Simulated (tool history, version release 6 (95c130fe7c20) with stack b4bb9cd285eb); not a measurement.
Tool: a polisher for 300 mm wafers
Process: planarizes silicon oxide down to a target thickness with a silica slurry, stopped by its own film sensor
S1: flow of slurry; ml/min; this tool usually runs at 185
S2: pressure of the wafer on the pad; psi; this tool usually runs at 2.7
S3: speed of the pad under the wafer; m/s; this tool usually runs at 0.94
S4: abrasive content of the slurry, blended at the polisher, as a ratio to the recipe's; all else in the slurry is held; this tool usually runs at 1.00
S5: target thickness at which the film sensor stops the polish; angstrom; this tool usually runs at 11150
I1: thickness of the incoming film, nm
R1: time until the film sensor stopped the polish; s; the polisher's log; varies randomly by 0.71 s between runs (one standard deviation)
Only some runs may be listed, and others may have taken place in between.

run    hour   S1   S2    S3    S4     S5      I1     R1
  1     0.0  185  2.7  0.94  1.00  11150  1289.0   81.3
  2    49.9  185  2.7  0.94  1.00  11150  1273.0   74.0
  3   104.2  240  2.7  0.94  1.00  11440  1290.7   67.0
  4   162.1  185  2.7  0.94  1.00  11150  1269.1   74.5
  5   194.1  185  2.2  1.22  1.10  11150  1256.7   63.7
  6   241.9  235  2.7  1.02  1.25  11150  1275.7   62.4
      269.9  -- slurry blender recalibrated
  7   300.0  185  2.7  0.94  1.30  11150  1284.2   72.9
      306.0  -- worn pad replaced by a new one
      333.7  -- conditioning disc replaced and pad reconditioned
  8   334.2  250  3.4  0.94  1.00  11150  1252.2   49.0
  9   389.5  135  2.7  0.94  1.00  11150  1274.6   78.8
 10   433.4  240  2.7  0.94  1.20  10870  1273.4   77.0
 11   506.9  185  2.7  0.94  1.00  11520  1248.5   44.8
 12   554.3  155  3.2  1.10  1.20  11150  1254.2   46.2
      583.4  -- head pressure recalibrated
      585.5  -- slurry nozzle cleaned
 13   621.6  185  1.9  1.22  1.00  11370  1266.7   69.9
 14   683.6  215  3.5  0.94  1.00  11150  1286.9   62.5
 15   756.3  240  3.1  0.94  0.85  11150  1266.9   68.6
      787.8  -- slurry blender recalibrated
      849.7  -- worn pad replaced by a new one
 16   964.9  185  2.7  0.94  1.00  11150  1259.5   70.8
      970.4  -- conditioning disc replaced and pad reconditioned
 17  1001.5  185  3.4  1.22  1.00  11150  1278.0   50.2
 18  1035.6  185  2.7  0.94  1.00  11150  1257.6   66.4
 19  1095.2  150  2.7  0.66  1.10  11150  1289.6  106.7
 20  1150.5  185  2.4  0.94  1.25  10830  1248.8   77.6
 21  1202.2  185  2.7  0.94  0.90  11150  1279.3   82.5
     1234.5  -- slurry nozzle cleaned
 22  1258.0  185  2.7  0.94  1.00  11150  1281.9   78.1
 23  1325.2  185  3.4  1.18  1.10  10870  1287.0   61.2
     1336.9  -- slurry blender recalibrated
     1384.2  -- head pressure recalibrated
 24  1391.4  225  2.7  0.94  1.00  11150  1264.3   69.7
 25  1424.8  185  2.7  0.94  0.80  11370  1281.2   80.7

Measured result minus the same run's result without the hidden state. Both carry the same run-to-run variation, though not necessarily the same gauge scatter:
What the log doesn't record here: removal rate lost through wear of the pad, %; slurry flow missing at the pad, %; deviation of the head's pressure from its setpoint, %; abrasive missing from the slurry, %; time polished since the conditioner stopped cutting, s.
run    R1
  1  +1.1
  2  +1.3
  3  +1.6
  4  +2.3
  5  +2.4
  6  +2.9
  7  +3.8
  8  +0.0
  9  +0.1
 10  +0.2
 11  +0.3
 12  +0.6
 13  +1.0
 14  +1.8
 15  +2.5
 16  +4.8
 17  +0.3
 18  +0.3
 19  +0.4
 20  +0.7
 21  +1.1
 22  +1.5
 23  +2.4
 24  +2.5
 25  +3.2
